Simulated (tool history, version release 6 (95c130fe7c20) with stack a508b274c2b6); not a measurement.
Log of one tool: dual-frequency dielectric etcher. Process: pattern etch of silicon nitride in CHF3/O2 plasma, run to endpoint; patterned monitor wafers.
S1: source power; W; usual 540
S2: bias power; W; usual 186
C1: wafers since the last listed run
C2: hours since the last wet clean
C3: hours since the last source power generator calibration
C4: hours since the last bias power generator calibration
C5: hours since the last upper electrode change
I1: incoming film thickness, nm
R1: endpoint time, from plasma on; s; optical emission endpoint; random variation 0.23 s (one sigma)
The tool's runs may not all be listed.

run 1 hour=0 | S1=470 S2=186 | C1=0 C2=39 C3=2082.5 C4=3055.8 C5=2357.8 | I1=105.2 | R1=80.6
run 2 hour=73.2 | S1=470 S2=186 | C1=1262 C2=112.2 C3=2155.7 C4=3129 C5=2431 | I1=106.3 | R1=82.1
run 3 hour=138 | S1=540 S2=186 | C1=1117 C2=177 C3=2220.5 C4=3193.8 C5=2495.8 | I1=106.5 | R1=78.2
run 4 hour=236.6 | S1=540 S2=186 | C1=1700 C2=275.6 C3=2319.1 C4=3292.4 C5=2594.4 | I1=106.4 | R1=78.8
run 5 hour=295.7 | S1=540 S2=186 | C1=1019 C2=334.7 C3=2378.2 C4=3351.5 C5=2653.5 | I1=106.7 | R1=79.7
run 6 hour=333 | S1=540 S2=186 | C1=643 C2=372 C3=2415.5 C4=3388.8 C5=2690.8 | I1=105.9 | R1=78.9
run 7 hour=388.8 | S1=540 S2=186 | C1=962 C2=427.8 C3=2471.3 C4=3444.6 C5=2746.6 | I1=106.7 | R1=80.9
-- hour=420.9 wet clean of the chamber
-- hour=514.4 source power generator calibrated
run 8 hour=641.1 | S1=540 S2=155 | C1=3867 C2=220.2 C3=126.7 C4=3696.9 C5=2998.9 | I1=105.6 | R1=83.5
run 9 hour=712.9 | S1=540 S2=186 | C1=1238 C2=292 C3=198.5 C4=3768.7 C5=3070.7 | I1=106 | R1=79.5
-- hour=768.2 bias power generator calibrated
-- hour=794.2 upper electrode replaced
run 10 hour=794.7 | S1=540 S2=201 | C1=927 C2=373.8 C3=280.3 C4=26.5 C5=0.5 | I1=107.7 | R1=79.5
run 11 hour=828.5 | S1=630 S2=215 | C1=582 C2=407.6 C3=314.1 C4=60.3 C5=34.3 | I1=106.3 | R1=72.6
run 12 hour=865.7 | S1=540 S2=161 | C1=641 C2=444.8 C3=351.3 C4=97.5 C5=71.5 | I1=106.8 | R1=85.7
-- hour=907.1 wet clean of the chamber
run 13 hour=938.1 | S1=580 S2=203 | C1=834 C2=31 C3=423.7 C4=169.9 C5=143.9 | I1=106.4 | R1=73.1
run 14 hour=1043.3 | S1=540 S2=186 | C1=1814 C2=136.2 C3=528.9 C4=275.1 C5=249.1 | I1=105.5 | R1=77.1
run 15 hour=1149.8 | S1=620 S2=205 | C1=1836 C2=242.7 C3=635.4 C4=381.6 C5=355.6 | I1=105.6 | R1=71.8
run 16 hour=1196.4 | S1=600 S2=186 | C1=803 C2=289.3 C3=682 C4=428.2 C5=402.2 | I1=106.9 | R1=76.2

Forecast each of these 3 alternatives for the next run:
run A hour=1196.8 | S1=500 S2=186 | C1=6 C2=289.7 C3=682.4 C4=428.6 C5=402.6 | I1=106.5 | R1=?
run B hour=1196.8 | S1=430 S2=220 | C1=6 C2=289.7 C3=682.4 C4=428.6 C5=402.6 | I1=106.5 | R1=?
run C hour=1196.8 | S1=480 S2=186 | C1=6 C2=289.7 C3=682.4 C4=428.6 C5=402.6 | I1=106.5 | R1=?

run=A R1=81.4
run=B R1=81.2
run=C R1=82.6
Without the tool's hidden state the same runs would have given:
run=A R1=79.5
run=B R1=79.4
run=C R1=80.7

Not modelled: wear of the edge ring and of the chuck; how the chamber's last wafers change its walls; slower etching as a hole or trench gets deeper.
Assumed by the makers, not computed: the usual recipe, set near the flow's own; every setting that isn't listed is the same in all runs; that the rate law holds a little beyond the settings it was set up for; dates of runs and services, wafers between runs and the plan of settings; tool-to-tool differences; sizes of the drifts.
